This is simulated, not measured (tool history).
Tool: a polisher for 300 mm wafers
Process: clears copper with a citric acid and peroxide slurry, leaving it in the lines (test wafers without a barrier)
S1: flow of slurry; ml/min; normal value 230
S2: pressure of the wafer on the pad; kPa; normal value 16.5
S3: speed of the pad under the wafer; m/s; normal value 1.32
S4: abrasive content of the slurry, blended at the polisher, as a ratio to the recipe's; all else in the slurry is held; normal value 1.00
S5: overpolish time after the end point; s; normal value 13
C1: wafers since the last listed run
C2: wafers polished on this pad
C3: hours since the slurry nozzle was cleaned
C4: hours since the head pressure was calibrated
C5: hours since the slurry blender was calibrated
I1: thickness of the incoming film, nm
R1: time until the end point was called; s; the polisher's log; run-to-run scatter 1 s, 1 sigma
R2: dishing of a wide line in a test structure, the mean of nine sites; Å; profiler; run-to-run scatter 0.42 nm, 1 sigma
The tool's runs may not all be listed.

{"run": 1, "hour": 0.0, "S1": 230, "S2": 16.5, "S3": 1.32, "S4": 1.15, "S5": 13, "C1": 0, "C2": 856, "C3": 143.2, "C4": 165.3, "C5": 79.5, "I1": 274.5, "R1": 101.9, "R2": 261}
{"run": 2, "hour": 40.6, "S1": 230, "S2": 16.5, "S3": 1.32, "S4": 1.15, "S5": 13, "C1": 204, "C2": 1061, "C3": 183.8, "C4": 205.9, "C5": 120.1, "I1": 273.6, "R1": 104.5, "R2": 261}
{"hour": 62.4, "done": "worn pad replaced by a new one"}
{"hour": 93.8, "done": "slurry blender recalibrated"}
{"run": 3, "hour": 107.7, "S1": 230, "S2": 16.5, "S3": 1.54, "S4": 1.0, "S5": 13, "C1": 308, "C2": 218, "C3": 250.9, "C4": 273.0, "C5": 13.9, "I1": 276.3, "R1": 98.3, "R2": 264}
{"run": 4, "hour": 137.8, "S1": 230, "S2": 16.5, "S3": 1.32, "S4": 1.0, "S5": 13, "C1": 151, "C2": 370, "C3": 281.0, "C4": 303.1, "C5": 44.0, "I1": 274.1, "R1": 107.2, "R2": 247}
{"run": 5, "hour": 201.1, "S1": 290, "S2": 16.5, "S3": 1.32, "S4": 1.0, "S5": 13, "C1": 319, "C2": 689, "C3": 344.3, "C4": 366.4, "C5": 107.3, "I1": 271.9, "R1": 105.5, "R2": 253}
{"run": 6, "hour": 248.3, "S1": 290, "S2": 16.5, "S3": 1.32, "S4": 1.0, "S5": 13, "C1": 238, "C2": 928, "C3": 391.5, "C4": 413.6, "C5": 154.5, "I1": 277.9, "R1": 104.8, "R2": 257}
{"hour": 269.5, "done": "slurry blender recalibrated"}
{"hour": 274.3, "done": "head pressure recalibrated"}
{"run": 7, "hour": 295.8, "S1": 275, "S2": 16.5, "S3": 1.56, "S4": 1.0, "S5": 13, "C1": 219, "C2": 1147, "C3": 439.0, "C4": 21.5, "C5": 26.3, "I1": 272.9, "R1": 96.5, "R2": 272}
{"hour": 302.5, "done": "worn pad replaced by a new one"}
{"run": 8, "hour": 331.0, "S1": 230, "S2": 16.5, "S3": 1.32, "S4": 1.0, "S5": 13, "C1": 157, "C2": 143, "C3": 474.2, "C4": 56.7, "C5": 61.5, "I1": 274.3, "R1": 110.9, "R2": 241}
{"run": 9, "hour": 374.9, "S1": 230, "S2": 16.5, "S3": 1.32, "S4": 1.2, "S5": 13, "C1": 221, "C2": 365, "C3": 518.1, "C4": 100.6, "C5": 105.4, "I1": 273.4, "R1": 105.9, "R2": 246}
{"hour": 403.1, "done": "slurry nozzle cleaned"}
{"run": 10, "hour": 437.1, "S1": 230, "S2": 16.5, "S3": 1.32, "S4": 1.0, "S5": 13, "C1": 308, "C2": 674, "C3": 34.0, "C4": 162.8, "C5": 167.6, "I1": 273.7, "R1": 99.9, "R2": 259}
{"hour": 453.9, "done": "slurry blender recalibrated"}
{"run": 11, "hour": 503.3, "S1": 260, "S2": 16.5, "S3": 1.7, "S4": 1.0, "S5": 13, "C1": 324, "C2": 998, "C3": 100.2, "C4": 229.0, "C5": 49.4, "I1": 276.2, "R1": 87.5, "R2": 303}
{"run": 12, "hour": 544.5, "S1": 275, "S2": 16.5, "S3": 1.56, "S4": 1.0, "S5": 13, "C1": 207, "C2": 1206, "C3": 141.4, "C4": 270.2, "C5": 90.6, "I1": 277.6, "R1": 91.3, "R2": 284}
{"hour": 554.2, "done": "worn pad replaced by a new one"}
{"run": 13, "hour": 592.0, "S1": 160, "S2": 11.0, "S3": 1.6, "S4": 1.2, "S5": 13, "C1": 219, "C2": 190, "C3": 188.9, "C4": 317.7, "C5": 138.1, "I1": 271.1, "R1": 141.3, "R2": 190}
{"run": 14, "hour": 636.6, "S1": 230, "S2": 16.5, "S3": 1.32, "S4": 1.0, "S5": 13, "C1": 225, "C2": 415, "C3": 233.5, "C4": 362.3, "C5": 182.7, "I1": 272.0, "R1": 105.2, "R2": 246}
{"hour": 652.6, "done": "slurry blender recalibrated"}
{"run": 15, "hour": 695.4, "S1": 275, "S2": 16.5, "S3": 1.56, "S4": 1.0, "S5": 13, "C1": 286, "C2": 702, "C3": 292.3, "C4": 421.1, "C5": 42.8, "I1": 271.6, "R1": 93.1, "R2": 281}
{"hour": 713.1, "done": "head pressure recalibrated"}
{"run": 16, "hour": 743.4, "S1": 230, "S2": 16.5, "S3": 1.32, "S4": 1.0, "S5": 9, "C1": 232, "C2": 934, "C3": 340.3, "C4": 30.3, "C5": 90.8, "I1": 280.4, "R1": 110.4, "R2": 177}
{"run": 17, "hour": 781.6, "S1": 230, "S2": 11.7, "S3": 1.02, "S4": 0.85, "S5": 17, "C1": 192, "C2": 1127, "C3": 378.5, "C4": 68.5, "C5": 129.0, "I1": 276.2, "R1": 184.7, "R2": 189}
{"hour": 820.9, "done": "worn pad replaced by a new one"}
{"hour": 828.8, "done": "slurry blender recalibrated"}
{"run": 18, "hour": 841.4, "S1": 195, "S2": 16.5, "S3": 0.88, "S4": 1.0, "S5": 13, "C1": 271, "C2": 93, "C3": 438.3, "C4": 128.3, "C5": 12.6, "I1": 274.7, "R1": 140.3, "R2": 190}
{"run": 19, "hour": 873.7, "S1": 265, "S2": 16.5, "S3": 1.32, "S4": 1.0, "S5": 13, "C1": 163, "C2": 256, "C3": 470.6, "C4": 160.6, "C5": 44.9, "I1": 272.0, "R1": 105.1, "R2": 255}

Each row is a separate what-if for the run after 19, all from the same tool condition, not one after another. Results?
{"run": "A", "hour": 874.2, "S1": 230, "S2": 16.5, "S3": 1.32, "S4": 0.75, "S5": 13, "C1": 2, "C2": 259, "C3": 471.1, "C4": 161.1, "C5": 45.4, "I1": 273.1, "R1": "?", "R2": "?"}
{"run": "B", "hour": 874.2, "S1": 230, "S2": 16.5, "S3": 1.64, "S4": 1.1, "S5": 13, "C1": 2, "C2": 259, "C3": 471.1, "C4": 161.1, "C5": 45.4, "I1": 273.1, "R1": "?", "R2": "?"}
{"run": "C", "hour": 874.2, "S1": 305, "S2": 11.0, "S3": 1.32, "S4": 1.0, "S5": 18, "C1": 2, "C2": 259, "C3": 471.1, "C4": 161.1, "C5": 45.4, "I1": 273.1, "R1": "?", "R2": "?"}

run=A R1=118.8 R2=226
run=B R1=93.7 R2=281
run=C R1=154.5 R2=236
Without the tool's unlogged condition, the same runs would have read:
run=A R1=109.2 R2=244
run=B R1=86.1 R2=303
run=C R1=145.1 R2=249
